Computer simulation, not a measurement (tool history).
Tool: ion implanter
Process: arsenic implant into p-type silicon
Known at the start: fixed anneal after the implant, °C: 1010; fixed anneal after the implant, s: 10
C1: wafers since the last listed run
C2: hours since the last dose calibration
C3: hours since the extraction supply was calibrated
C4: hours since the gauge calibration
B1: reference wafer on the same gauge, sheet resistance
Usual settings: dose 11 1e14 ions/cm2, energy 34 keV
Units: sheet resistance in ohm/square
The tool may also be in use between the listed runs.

Run 1, hour 0: usual settings; C1 0; C2 1238.6; C3 5078.1; C4 67.5; B1 126.7. Result: sheet resistance 118.29 ohm/square.
Run 2, hour 13.4: usual settings; C1 168; C2 1252; C3 5091.5; C4 80.9; B1 127.21. Result: sheet resistance 117.35 ohm/square.
Run 3, hour 28.4: usual settings; C1 188; C2 1267; C3 5106.5; C4 95.9; B1 127.01. Result: sheet resistance 119.03 ohm/square.
Run 4, hour 39.4: usual settings; C1 138; C2 1278; C3 5117.5; C4 106.9; B1 127.25. Result: sheet resistance 118.12 ohm/square.
Run 5, hour 52.3: usual settings; C1 162; C2 1290.9; C3 5130.4; C4 119.8; B1 127.51. Result: sheet resistance 119.36 ohm/square.
Run 6, hour 59.9: usual settings; C1 95; C2 1298.5; C3 5138; C4 127.4; B1 126.91. Result: sheet resistance 118.25 ohm/square.
Run 7, hour 69.9: usual settings but dose 11.68 1e14 ions/cm2, energy 43.5 keV; C1 125; C2 1308.5; C3 5148; C4 137.4; B1 127.05. Result: sheet resistance 106.97 ohm/square.
Run 8, hour 79.5: usual settings but energy 31.5 keV; C1 120; C2 1318.1; C3 5157.6; C4 147; B1 126.71. Result: sheet resistance 121.05 ohm/square.
Run 9, hour 92.8: usual settings but energy 31.5 keV; C1 167; C2 1331.4; C3 5170.9; C4 160.3; B1 126.89. Result: sheet resistance 119.58 ohm/square.
Run 10, hour 99.5: usual settings but energy 31.5 keV; C1 84; C2 1338.1; C3 5177.6; C4 167; B1 127.13. Result: sheet resistance 120.78 ohm/square.
Run 11, hour 115.5: usual settings; C1 201; C2 1354.1; C3 5193.6; C4 183; B1 126.99. Result: sheet resistance 118 ohm/square.
Run 12, hour 126.3: usual settings; C1 135; C2 1364.9; C3 5204.4; C4 193.8; B1 127.36. Result: sheet resistance 117.25 ohm/square.
Run 13, hour 135.4: usual settings but dose 12.74 1e14 ions/cm2; C1 114; C2 1374; C3 5213.5; C4 202.9; B1 127.11. Result: sheet resistance 110.59 ohm/square.
Run 14, hour 147.6: usual settings but energy 25.5 keV; C1 153; C2 1386.2; C3 5225.7; C4 215.1; B1 126.81. Result: sheet resistance 127.87 ohm/square.
At hour 156.8: extraction supply calibrated.
At hour 162: Faraday cup replaced and dose calibrated.
Run 15, hour 162.5: usual settings but dose 11.68 1e14 ions/cm2, energy 43.5 keV; C1 21; C2 0.5; C3 5.7; C4 230; B1 127.2. Result: sheet resistance 106.64 ohm/square.
Run 16, hour 173: usual settings but dose 8.32 1e14 ions/cm2, energy 25 keV; C1 132; C2 11; C3 16.2; C4 240.5; B1 127.27. Result: sheet resistance 150.72 ohm/square.
Run 17, hour 209.4: usual settings but dose 9.64 1e14 ions/cm2, energy 43 keV; C1 458; C2 47.4; C3 52.6; C4 276.9; B1 126.75. Result: sheet resistance 118.95 ohm/square.
Run 18, hour 222.8: usual settings; C1 168; C2 60.8; C3 66; C4 290.3; B1 126.91. Result: sheet resistance 118.22 ohm/square.
At hour 230.5: gauge calibrated.
Run 19, hour 237: usual settings but dose 11.98 1e14 ions/cm2, energy 37 keV; C1 178; C2 75; C3 80.2; C4 6.5; B1 127.13. Result: sheet resistance 109.25 ohm/square.
Run 20, hour 254.9: usual settings but dose 12.63 1e14 ions/cm2, energy 37.5 keV; C1 225; C2 92.9; C3 98.1; C4 24.4; B1 126.9. Result: sheet resistance 106.63 ohm/square.
Run 21, hour 262.6: usual settings; C1 96; C2 100.6; C3 105.8; C4 32.1; B1 127.26. Result: sheet resistance 119.53 ohm/square.
Run 22, hour 277.1: usual settings but energy 28 keV; C1 182; C2 115.1; C3 120.3; C4 46.6; B1 127.06. Result: sheet resistance 123.23 ohm/square.
Run 23, hour 294.9: usual settings but dose 8.32 1e14 ions/cm2, energy 30.5 keV; C1 224; C2 132.9; C3 138.1; C4 64.4; B1 126.9. Result: sheet resistance 143.68 ohm/square.
Run 24, hour 332.6: usual settings but energy 45.5 keV; C1 474; C2 170.6; C3 175.8; C4 102.1; B1 127.04. Result: sheet resistance 109.12 ohm/square.
Run 25, hour 342.1: usual settings but energy 28 keV; C1 119; C2 180.1; C3 185.3; C4 111.6; B1 127.22. Result: sheet resistance 125.68 ohm/square.
Run 26, hour 350.4: usual settings; C1 104; C2 188.4; C3 193.6; C4 119.9; B1 126.88. Result: sheet resistance 116.59 ohm/square.
Run 27, hour 360.5: usual settings but dose 9.65 1e14 ions/cm2, energy 22.5 keV; C1 127; C2 198.5; C3 203.7; C4 130; B1 127.07. Result: sheet resistance 142.46 ohm/square.
Run 28, hour 369: usual settings but dose 9.13 1e14 ions/cm2, energy 42 keV; C1 107; C2 207; C3 212.2; C4 138.5; B1 126.84. Result: sheet resistance 125.95 ohm/square.
Run 29, hour 375.3: usual settings but dose 8.43 1e14 ions/cm2; C1 79; C2 213.3; C3 218.5; C4 144.8; B1 126.99. Result: sheet resistance 140.06 ohm/square.

Hidden state at the last listed run before each entry between runs and at the first one after, where it differs:
Between runs 14 and 15: extraction supply calibrated (hour 156.8); Faraday cup replaced and dose calibrated (hour 162)
  no hidden state differs between the two runs
Between runs 18 and 19: gauge calibrated (hour 230.5)
  no hidden state differs between the two runs
